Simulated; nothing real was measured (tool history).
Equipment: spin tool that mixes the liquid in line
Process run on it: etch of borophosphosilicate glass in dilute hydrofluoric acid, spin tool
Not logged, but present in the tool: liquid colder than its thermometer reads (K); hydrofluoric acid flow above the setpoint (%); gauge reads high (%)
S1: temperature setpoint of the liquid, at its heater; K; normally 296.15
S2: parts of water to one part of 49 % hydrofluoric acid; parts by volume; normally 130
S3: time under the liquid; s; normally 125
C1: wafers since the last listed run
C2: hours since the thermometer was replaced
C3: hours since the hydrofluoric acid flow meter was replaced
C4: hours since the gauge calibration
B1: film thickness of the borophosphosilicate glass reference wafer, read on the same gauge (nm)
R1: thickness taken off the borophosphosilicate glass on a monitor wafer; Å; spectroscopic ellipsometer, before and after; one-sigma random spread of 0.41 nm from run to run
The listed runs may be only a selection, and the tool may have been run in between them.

run   hour      S1   S2   S3   C1      C2      C3      C4      B1     R1
  1      0  296.15  130  125    0  1914.2  1475.5  1017.8  110.01  392.6
  2   27.5  296.15  130  125  136  1941.7    1503  1045.3  110.01    392
  3   52.2  296.15  130  125  122  1966.4  1527.7    1070     110  389.1
  4   86.8  296.15  130  125  172    2001  1562.3  1104.6  109.99  387.2
      87.8  -- gauge calibrated
  5  104.1  296.15  130  125   86  2018.3  1579.6    16.3     110  392.9
  6  128.5  294.15  130  125  121  2042.7    1604    40.7  110.01  364.2
     142.9  -- thermometer replaced
  7  152.7  294.15  130  125  115     9.8  1628.2    64.9  110.01  390.5
  8  182.1  296.15  130  125  146    39.2  1657.6    94.3  110.01  425.1
  9  213.6  300.65  130   95  156    70.7  1689.1   125.8  109.99  377.2
 10  232.9  296.15  130  125   95      90  1708.4   145.1  109.98  420.6
 11  261.3  294.65  115  125  141   118.4  1736.8   173.5     110  446.9
 12  296.2  296.15  130  125  173   153.3  1771.7   208.4  110.01  421.8
 13  325.3  296.15  130  125  144   182.4  1800.8   237.5     110  421.4
 14  342.8  299.15  195   95   86   199.9  1818.3     255  110.01  218.6
 15  377.6  296.15   90  125  173   234.7  1853.1   289.8  110.01  648.2
 16    396  296.15  130  125   91   253.1  1871.5   308.2  110.01  411.3
 17  413.3  296.15  110  105   86   270.4  1888.8   325.5  109.99  419.9
     429.9  -- hydrofluoric acid flow meter replaced
 18  445.3  294.65  130  125  154   302.4    15.4   357.5     110  390.5
 19  474.2  296.15  180  125  143   331.3    44.3   386.4  110.02  283.2
 20  496.6  298.15  130  125  111   353.7    66.7   408.8     110    454
 21  516.4  296.15  130  125   98   373.5    86.5   428.6     110  419.6
 22  549.1  291.65  130  125  162   406.2   119.2   461.3     110  347.2
 23  579.2  292.65  130  145  149   436.3   149.3   491.4  109.97  423.2
 24    601  298.65  185  170  108   458.1   171.1   513.2     110  414.2
 25  636.6  296.15  130  125  176   493.7   206.7   548.8  109.98  415.4
 26  652.8  291.65  160  185   80   509.9   222.9     565  110.01  401.7
 27  675.2  296.15  130  125  111   532.3   245.3   587.4  110.01  410.7
 28  698.3  293.15  130   55  114   555.4   268.4   610.5  110.01  162.7
 29  718.6  298.15  130  125  100   575.7   288.7   630.8  110.02  447.6
 30  742.5  293.15  130   55  118   599.6   312.6   654.7     110  161.7
 31  770.8  296.15  130   50  140   627.9   340.9     683     110  163.6
 32  789.4  294.65   95  125   92   646.5   359.5   701.6  109.99  550.3

Branching from run 32: 4 alternative next runs. What would each branch give?
  A  789.9  296.15   70  125   2  647  360  702.1   ?   ?
  B  789.9  293.15   80  175   2  647  360  702.1   ?   ?
  C  789.9  293.65  175  170   2  647  360  702.1   ?   ?
  D  789.9  296.15  105  175   2  647  360  702.1   ?   ?

run      B1     R1
  A  110.02  812.3
  B  110.02  868.2
  C  110.02  355.7
  D  110.02  726.9
Without the tool's hidden state the same runs would have given:
run     R1
  A    840
  B  898.4
  C  367.3
  D  751.2
